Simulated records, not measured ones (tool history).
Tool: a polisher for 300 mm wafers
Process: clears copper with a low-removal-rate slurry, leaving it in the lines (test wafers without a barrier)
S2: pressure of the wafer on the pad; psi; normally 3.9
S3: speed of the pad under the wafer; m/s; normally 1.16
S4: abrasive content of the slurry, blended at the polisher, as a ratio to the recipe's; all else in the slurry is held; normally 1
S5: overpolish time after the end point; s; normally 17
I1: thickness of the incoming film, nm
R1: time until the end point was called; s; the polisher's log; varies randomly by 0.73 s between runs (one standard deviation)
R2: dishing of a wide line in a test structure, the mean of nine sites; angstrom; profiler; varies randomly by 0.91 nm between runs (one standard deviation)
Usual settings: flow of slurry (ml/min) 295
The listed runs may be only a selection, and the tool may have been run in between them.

{"run": 1, "hour": 0.0, "flow of slurry (ml/min)": 295, "S2": 3.9, "S3": 1.16, "S4": 1, "S5": 17, "I1": 330.5, "R1": 75.9, "R2": 398}
{"run": 2, "hour": 25.3, "flow of slurry (ml/min)": 295, "S2": 3.9, "S3": 1.16, "S4": 1, "S5": 17, "I1": 330, "R1": 75.1, "R2": 397}
{"run": 3, "hour": 50.4, "flow of slurry (ml/min)": 295, "S2": 3.9, "S3": 1.16, "S4": 1, "S5": 17, "I1": 329.3, "R1": 74.3, "R2": 378}
{"run": 4, "hour": 85.3, "flow of slurry (ml/min)": 295, "S2": 3.9, "S3": 1.16, "S4": 1, "S5": 17, "I1": 330.5, "R1": 73.7, "R2": 386}
{"run": 5, "hour": 133.0, "flow of slurry (ml/min)": 295, "S2": 3.9, "S3": 1.36, "S4": 1, "S5": 17, "I1": 330.2, "R1": 66.5, "R2": 420}
{"hour": 165.5, "done": "head pressure recalibrated"}
{"hour": 192.3, "done": "worn pad replaced by a new one"}
{"hour": 284.1, "done": "slurry blender recalibrated"}
{"run": 6, "hour": 318.8, "flow of slurry (ml/min)": 295, "S2": 3.9, "S3": 1.36, "S4": 1, "S5": 17, "I1": 332.9, "R1": 70.1, "R2": 415}
{"run": 7, "hour": 386.6, "flow of slurry (ml/min)": 255, "S2": 3.9, "S3": 1.16, "S4": 1, "S5": 17, "I1": 334, "R1": 80.2, "R2": 375}
{"hour": 429.2, "done": "slurry nozzle cleaned"}
{"run": 8, "hour": 447.4, "flow of slurry (ml/min)": 255, "S2": 3.9, "S3": 1.16, "S4": 1, "S5": 17, "I1": 331, "R1": 79, "R2": 389}
{"run": 9, "hour": 484.8, "flow of slurry (ml/min)": 255, "S2": 3.9, "S3": 1.16, "S4": 1, "S5": 17, "I1": 329.1, "R1": 78.2, "R2": 394}
{"run": 10, "hour": 528.3, "flow of slurry (ml/min)": 370, "S2": 3.9, "S3": 0.98, "S4": 1, "S5": 22, "I1": 330.2, "R1": 82.9, "R2": 435}
{"run": 11, "hour": 599.0, "flow of slurry (ml/min)": 295, "S2": 3.9, "S3": 0.8, "S4": 1.15, "S5": 23, "I1": 330.6, "R1": 92.5, "R2": 429}
{"run": 12, "hour": 645.6, "flow of slurry (ml/min)": 295, "S2": 3.9, "S3": 1.16, "S4": 1, "S5": 17, "I1": 322.4, "R1": 73, "R2": 385}
{"run": 13, "hour": 691.5, "flow of slurry (ml/min)": 295, "S2": 3.9, "S3": 1.16, "S4": 1.25, "S5": 17, "I1": 327.1, "R1": 70.6, "R2": 400}
{"hour": 717.1, "done": "worn pad replaced by a new one"}
{"run": 14, "hour": 741.8, "flow of slurry (ml/min)": 295, "S2": 3.9, "S3": 1.16, "S4": 1, "S5": 17, "I1": 327.7, "R1": 74.6, "R2": 373}
{"run": 15, "hour": 772.8, "flow of slurry (ml/min)": 295, "S2": 2.7, "S3": 1.16, "S4": 1, "S5": 7, "I1": 334.3, "R1": 93, "R2": 167}
{"run": 16, "hour": 821.4, "flow of slurry (ml/min)": 365, "S2": 3.9, "S3": 1.16, "S4": 1, "S5": 17, "I1": 332, "R1": 72.1, "R2": 412}
{"hour": 836.1, "done": "slurry blender recalibrated"}
{"hour": 857.1, "done": "head pressure recalibrated"}
{"run": 17, "hour": 890.4, "flow of slurry (ml/min)": 380, "S2": 3.3, "S3": 1.28, "S4": 1, "S5": 17, "I1": 325.1, "R1": 80.1, "R2": 360}
{"run": 18, "hour": 960.2, "flow of slurry (ml/min)": 295, "S2": 3.9, "S3": 1.16, "S4": 1, "S5": 17, "I1": 328.8, "R1": 79, "R2": 384}
{"hour": 962.3, "done": "slurry nozzle cleaned"}
{"run": 19, "hour": 1022.1, "flow of slurry (ml/min)": 295, "S2": 3.9, "S3": 1.16, "S4": 1.2, "S5": 17, "I1": 331, "R1": 75.5, "R2": 396}
{"run": 20, "hour": 1088.5, "flow of slurry (ml/min)": 295, "S2": 3.9, "S3": 1.46, "S4": 1, "S5": 11, "I1": 330.2, "R1": 66.2, "R2": 303}
{"run": 21, "hour": 1125.4, "flow of slurry (ml/min)": 295, "S2": 4.4, "S3": 0.94, "S4": 1.2, "S5": 10, "I1": 329.5, "R1": 76.4, "R2": 264}
{"run": 22, "hour": 1187.3, "flow of slurry (ml/min)": 395, "S2": 3.9, "S3": 1.16, "S4": 1, "S5": 11, "I1": 329, "R1": 74.6, "R2": 281}
{"hour": 1281.0, "done": "worn pad replaced by a new one"}
{"run": 23, "hour": 1387.7, "flow of slurry (ml/min)": 295, "S2": 3.9, "S3": 1.16, "S4": 1, "S5": 17, "I1": 328.6, "R1": 75.9, "R2": 409}
{"hour": 1389.9, "done": "slurry blender recalibrated"}
{"run": 24, "hour": 1457.2, "flow of slurry (ml/min)": 235, "S2": 3.9, "S3": 1.56, "S4": 1, "S5": 10, "I1": 333.6, "R1": 63.3, "R2": 306}
{"run": 25, "hour": 1500.4, "flow of slurry (ml/min)": 215, "S2": 3.9, "S3": 0.9, "S4": 1, "S5": 14, "I1": 329.7, "R1": 90.6, "R2": 300}
{"hour": 1515.0, "done": "slurry nozzle cleaned"}
{"run": 26, "hour": 1558.7, "flow of slurry (ml/min)": 295, "S2": 3.9, "S3": 1.16, "S4": 1, "S5": 17, "I1": 329.8, "R1": 74.4, "R2": 403}
{"hour": 1572.6, "done": "head pressure recalibrated"}
{"run": 27, "hour": 1596.4, "flow of slurry (ml/min)": 295, "S2": 3.9, "S3": 0.86, "S4": 1, "S5": 7, "I1": 330.2, "R1": 97.1, "R2": 154}

Run 28 is up next; what results do you expect?
{"run": 28, "hour": 1646.2, "flow of slurry (ml/min)": 320, "S2": 4.3, "S3": 1.16, "S4": 1, "S5": 17, "I1": 332.4, "R1": "?", "R2": "?"}

Logged for run 28: R1 73.4 s, R2 401 angstrom.
The same run, on a tool lacking any hidden state, would have yielded R1 73 s, R2 403 angstrom.
